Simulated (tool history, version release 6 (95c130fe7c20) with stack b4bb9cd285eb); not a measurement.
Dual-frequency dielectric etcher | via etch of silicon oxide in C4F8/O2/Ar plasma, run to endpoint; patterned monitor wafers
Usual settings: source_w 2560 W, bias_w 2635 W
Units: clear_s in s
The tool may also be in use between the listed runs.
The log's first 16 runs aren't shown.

run,hour,source_w,bias_w,wafers since the last listed run,hours since the last wet clean,hours since the last source power generator calibration,hours since the last bias power generator calibration,hours since the last upper electrode change,"incoming incoming film thickness, nm",clear_s
# hour 961.8: upper electrode replaced
17,974,2560,2635,192,467.1,521.1,2288.5,12.2,861.7,133.2
18,1052.8,2380,2103,503,545.9,599.9,2367.3,91,864.4,147.8
# hour 1072: bias power generator calibrated
19,1155.6,2800,2635,631,648.7,702.7,83.6,193.8,871.4,125.5
20,1219.8,2560,2635,410,712.9,766.9,147.8,258,858.4,130.2
# hour 1316.8: wet clean of the chamber
21,1431.7,3160,3027,1201,114.9,978.8,359.7,469.9,854.9,111.1
22,1504.3,2100,3219,464,187.5,1051.4,432.3,542.5,866.5,144
23,1548.8,3010,3243,284,232,1095.9,476.8,587,866.7,115.9
24,1634.6,2070,2212,548,317.8,1181.7,562.6,672.8,861.2,157.9
25,1732.9,2560,2635,628,416.1,1280,660.9,771.1,866.7,134.1
26,2038.6,1990,2315,1954,721.8,1585.7,966.6,1076.8,865.6,163
# hour 2088.1: wet clean of the chamber
27,2114.7,1980,2287,333,26.6,1661.8,1042.7,1152.9,861.7,163.7
28,2207.2,3010,2635,591,119.1,1754.3,1135.2,1245.4,867.4,120.7
29,2243.7,2980,3033,233,155.6,1790.8,1171.7,1281.9,868.2,118.6
30,2344.7,2560,2635,645,256.6,1891.8,1272.7,1382.9,857.7,132.5
31,2415.2,2120,2635,450,327.1,1962.3,1343.2,1453.4,866.9,151.7
32,2520.1,2950,2002,670,432,2067.2,1448.1,1558.3,859.2,128.9
# hour 2718.7: wet clean of the chamber
33,2819.9,2560,2635,1763,101.2,2367,1747.9,1858.1,864.7,134.9
34,2904.8,2380,2635,542,186.1,2451.9,1832.8,1943,863.2,141.1
35,2973.6,2000,2287,439,254.9,2520.7,1901.6,2011.8,860.2,165

4 ways to go on from here, each from the tool as it stands after run 35. What would each give?
A,2974.1,2560,2403,3,255.4,2521.2,1902.1,2012.3,871.3,?
B,2974.1,2310,3147,3,255.4,2521.2,1902.1,2012.3,871.3,?
C,2974.1,2930,2635,3,255.4,2521.2,1902.1,2012.3,871.3,?
D,2974.1,2830,2400,3,255.4,2521.2,1902.1,2012.3,871.3,?

run,clear_s
A,137.8
B,137.3
C,124
D,129.5
Without the tool's hidden state the same runs would have given:
run,clear_s
A,133.9
B,133.5
C,120.5
D,125.8
